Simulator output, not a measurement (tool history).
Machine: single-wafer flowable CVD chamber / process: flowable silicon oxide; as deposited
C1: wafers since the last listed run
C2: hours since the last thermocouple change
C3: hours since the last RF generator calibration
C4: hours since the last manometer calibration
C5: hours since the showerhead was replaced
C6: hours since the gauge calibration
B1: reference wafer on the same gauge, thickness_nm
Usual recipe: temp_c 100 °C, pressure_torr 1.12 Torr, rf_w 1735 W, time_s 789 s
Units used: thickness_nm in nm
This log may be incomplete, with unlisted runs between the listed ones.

{"run": 1, "hour": 0.0, "temp_c": 100, "pressure_torr": 1.12, "rf_w": 1485, "time_s": 789, "C1": 0, "C2": 2420.9, "C3": 1965.4, "C4": 2042.6, "C5": 2645.6, "C6": 614.7, "B1": 758.02, "thickness_nm": 771.149}
{"run": 2, "hour": 15.3, "temp_c": 100, "pressure_torr": 1.12, "rf_w": 1485, "time_s": 789, "C1": 25, "C2": 2436.2, "C3": 1980.7, "C4": 2057.9, "C5": 2660.9, "C6": 630, "B1": 758.218, "thickness_nm": 779.255}
{"run": 3, "hour": 51.1, "temp_c": 100, "pressure_torr": 1.12, "rf_w": 1735, "time_s": 789, "C1": 59, "C2": 2472, "C3": 2016.5, "C4": 2093.7, "C5": 2696.7, "C6": 665.8, "B1": 759.363, "thickness_nm": 807.673}
{"run": 4, "hour": 81.4, "temp_c": 100, "pressure_torr": 1.12, "rf_w": 1735, "time_s": 789, "C1": 50, "C2": 2502.3, "C3": 2046.8, "C4": 2124, "C5": 2727, "C6": 696.1, "B1": 758.174, "thickness_nm": 806.26}
{"run": 5, "hour": 98.2, "temp_c": 100, "pressure_torr": 1.12, "rf_w": 1735, "time_s": 789, "C1": 27, "C2": 2519.1, "C3": 2063.6, "C4": 2140.8, "C5": 2743.8, "C6": 712.9, "B1": 758.097, "thickness_nm": 810.934}
{"run": 6, "hour": 112.2, "temp_c": 100, "pressure_torr": 1.12, "rf_w": 1735, "time_s": 789, "C1": 23, "C2": 2533.1, "C3": 2077.6, "C4": 2154.8, "C5": 2757.8, "C6": 726.9, "B1": 757.299, "thickness_nm": 805.024}
{"run": 7, "hour": 128.6, "temp_c": 100, "pressure_torr": 1.12, "rf_w": 1735, "time_s": 789, "C1": 27, "C2": 2549.5, "C3": 2094, "C4": 2171.2, "C5": 2774.2, "C6": 743.3, "B1": 758.678, "thickness_nm": 815.096}
{"run": 8, "hour": 154.6, "temp_c": 100, "pressure_torr": 1.12, "rf_w": 1735, "time_s": 789, "C1": 43, "C2": 2575.5, "C3": 2120, "C4": 2197.2, "C5": 2800.2, "C6": 769.3, "B1": 757.844, "thickness_nm": 816.288}
{"run": 9, "hour": 190.2, "temp_c": 100, "pressure_torr": 1.12, "rf_w": 1735, "time_s": 789, "C1": 59, "C2": 2611.1, "C3": 2155.6, "C4": 2232.8, "C5": 2835.8, "C6": 804.9, "B1": 758.115, "thickness_nm": 815.852}
{"run": 10, "hour": 206.7, "temp_c": 100, "pressure_torr": 1.12, "rf_w": 1735, "time_s": 789, "C1": 27, "C2": 2627.6, "C3": 2172.1, "C4": 2249.3, "C5": 2852.3, "C6": 821.4, "B1": 758.09, "thickness_nm": 814.239}
{"run": 11, "hour": 247.2, "temp_c": 100, "pressure_torr": 1.12, "rf_w": 1735, "time_s": 789, "C1": 67, "C2": 2668.1, "C3": 2212.6, "C4": 2289.8, "C5": 2892.8, "C6": 861.9, "B1": 759.573, "thickness_nm": 817.077}
{"hour": 257.2, "done": "RF generator calibrated"}
{"hour": 268.3, "done": "showerhead replaced"}
{"run": 12, "hour": 268.8, "temp_c": 92, "pressure_torr": 1.31, "rf_w": 1435, "time_s": 887, "C1": 9, "C2": 2689.7, "C3": 11.6, "C4": 2311.4, "C5": 0.5, "C6": 883.5, "B1": 759.082, "thickness_nm": 1261.907}
{"hour": 271.6, "done": "gauge calibrated"}
{"run": 13, "hour": 278.7, "temp_c": 100, "pressure_torr": 1.31, "rf_w": 1585, "time_s": 707, "C1": 16, "C2": 2699.6, "C3": 21.5, "C4": 2321.3, "C5": 10.4, "C6": 7.1, "B1": 757.257, "thickness_nm": 814.331}
{"run": 14, "hour": 304.5, "temp_c": 100, "pressure_torr": 1.35, "rf_w": 1735, "time_s": 872, "C1": 42, "C2": 2725.4, "C3": 47.3, "C4": 2347.1, "C5": 36.2, "C6": 32.9, "B1": 757.606, "thickness_nm": 1050.664}
{"run": 15, "hour": 327.4, "temp_c": 100, "pressure_torr": 1.12, "rf_w": 1735, "time_s": 864, "C1": 38, "C2": 2748.3, "C3": 70.2, "C4": 2370, "C5": 59.1, "C6": 55.8, "B1": 758.004, "thickness_nm": 900.486}
{"hour": 357.1, "done": "thermocouple changed; heater temperature recalibrated"}
{"hour": 358.8, "done": "capacitance manometer re-zeroed and calibrated"}
{"run": 16, "hour": 423.6, "temp_c": 113, "pressure_torr": 1.03, "rf_w": 1735, "time_s": 733, "C1": 143, "C2": 66.5, "C3": 166.4, "C4": 64.8, "C5": 155.3, "C6": 152, "B1": 758.892, "thickness_nm": 418.213}
{"run": 17, "hour": 456.3, "temp_c": 100, "pressure_torr": 1.12, "rf_w": 1735, "time_s": 789, "C1": 54, "C2": 99.2, "C3": 199.1, "C4": 97.5, "C5": 188, "C6": 184.7, "B1": 758.243, "thickness_nm": 699.795}
{"run": 18, "hour": 488.1, "temp_c": 90, "pressure_torr": 1.32, "rf_w": 1915, "time_s": 923, "C1": 52, "C2": 131, "C3": 230.9, "C4": 129.3, "C5": 219.8, "C6": 216.5, "B1": 759.226, "thickness_nm": 1262.625}
{"run": 19, "hour": 522.4, "temp_c": 100, "pressure_torr": 1.12, "rf_w": 1485, "time_s": 789, "C1": 56, "C2": 165.3, "C3": 265.2, "C4": 163.6, "C5": 254.1, "C6": 250.8, "B1": 758.085, "thickness_nm": 679.325}
{"run": 20, "hour": 537.5, "temp_c": 100, "pressure_torr": 1.12, "rf_w": 1735, "time_s": 789, "C1": 25, "C2": 180.4, "C3": 280.3, "C4": 178.7, "C5": 269.2, "C6": 265.9, "B1": 756.169, "thickness_nm": 706.605}
{"run": 21, "hour": 566.1, "temp_c": 93, "pressure_torr": 1.33, "rf_w": 1570, "time_s": 789, "C1": 47, "C2": 209, "C3": 308.9, "C4": 207.3, "C5": 297.8, "C6": 294.5, "B1": 757.747, "thickness_nm": 963.538}
{"run": 22, "hour": 590.1, "temp_c": 88, "pressure_torr": 1.12, "rf_w": 2050, "time_s": 890, "C1": 39, "C2": 233, "C3": 332.9, "C4": 231.3, "C5": 321.8, "C6": 318.5, "B1": 760.014, "thickness_nm": 1169.394}
{"run": 23, "hour": 615.7, "temp_c": 88, "pressure_torr": 0.95, "rf_w": 1595, "time_s": 789, "C1": 42, "C2": 258.6, "C3": 358.5, "C4": 256.9, "C5": 347.4, "C6": 344.1, "B1": 757.718, "thickness_nm": 876.045}
{"run": 24, "hour": 634.1, "temp_c": 92, "pressure_torr": 1.2, "rf_w": 1735, "time_s": 789, "C1": 30, "C2": 277, "C3": 376.9, "C4": 275.3, "C5": 365.8, "C6": 362.5, "B1": 759.32, "thickness_nm": 939.508}
{"run": 25, "hour": 670.1, "temp_c": 86, "pressure_torr": 0.92, "rf_w": 1600, "time_s": 748, "C1": 59, "C2": 313, "C3": 412.9, "C4": 311.3, "C5": 401.8, "C6": 398.5, "B1": 758.59, "thickness_nm": 857.948}
{"run": 26, "hour": 689.6, "temp_c": 100, "pressure_torr": 1.12, "rf_w": 1735, "time_s": 789, "C1": 32, "C2": 332.5, "C3": 432.4, "C4": 330.8, "C5": 421.3, "C6": 418, "B1": 756.489, "thickness_nm": 711.681}
{"run": 27, "hour": 713.3, "temp_c": 100, "pressure_torr": 1.12, "rf_w": 1735, "time_s": 890, "C1": 39, "C2": 356.2, "C3": 456.1, "C4": 354.5, "C5": 445, "C6": 441.7, "B1": 756.696, "thickness_nm": 806.901}

What if the next run were any one of these 5? Each begins from the tool's condition after run 27:
{"run": "A", "hour": 713.9, "temp_c": 100, "pressure_torr": 1.12, "rf_w": 1735, "time_s": 789, "C1": 0, "C2": 356.8, "C3": 456.7, "C4": 355.1, "C5": 445.6, "C6": 442.3, "B1": "?", "thickness_nm": "?"}
{"run": "B", "hour": 713.9, "temp_c": 88, "pressure_torr": 1.12, "rf_w": 1735, "time_s": 633, "C1": 0, "C2": 356.8, "C3": 456.7, "C4": 355.1, "C5": 445.6, "C6": 442.3, "B1": "?", "thickness_nm": "?"}
{"run": "C", "hour": 713.9, "temp_c": 96, "pressure_torr": 0.85, "rf_w": 1475, "time_s": 789, "C1": 0, "C2": 356.8, "C3": 456.7, "C4": 355.1, "C5": 445.6, "C6": 442.3, "B1": "?", "thickness_nm": "?"}
{"run": "D", "hour": 713.9, "temp_c": 94, "pressure_torr": 1.34, "rf_w": 1480, "time_s": 716, "C1": 0, "C2": 356.8, "C3": 456.7, "C4": 355.1, "C5": 445.6, "C6": 442.3, "B1": "?", "thickness_nm": "?"}
{"run": "E", "hour": 713.9, "temp_c": 100, "pressure_torr": 1.12, "rf_w": 1950, "time_s": 789, "C1": 0, "C2": 356.8, "C3": 456.7, "C4": 355.1, "C5": 445.6, "C6": 442.3, "B1": "?", "thickness_nm": "?"}

run=A B1=758.086 thickness_nm=717.734
run=B B1=758.086 thickness_nm=813.812
run=C B1=758.086 thickness_nm=636.409
run=D B1=758.086 thickness_nm=855.402
run=E B1=758.086 thickness_nm=734.783
With the hidden condition removed and each run's random variation left untouched, the same runs would have given:
run=A thickness_nm=702.346
run=B thickness_nm=797.934
run=C thickness_nm=622.461
run=D thickness_nm=836.562
run=E thickness_nm=719.03
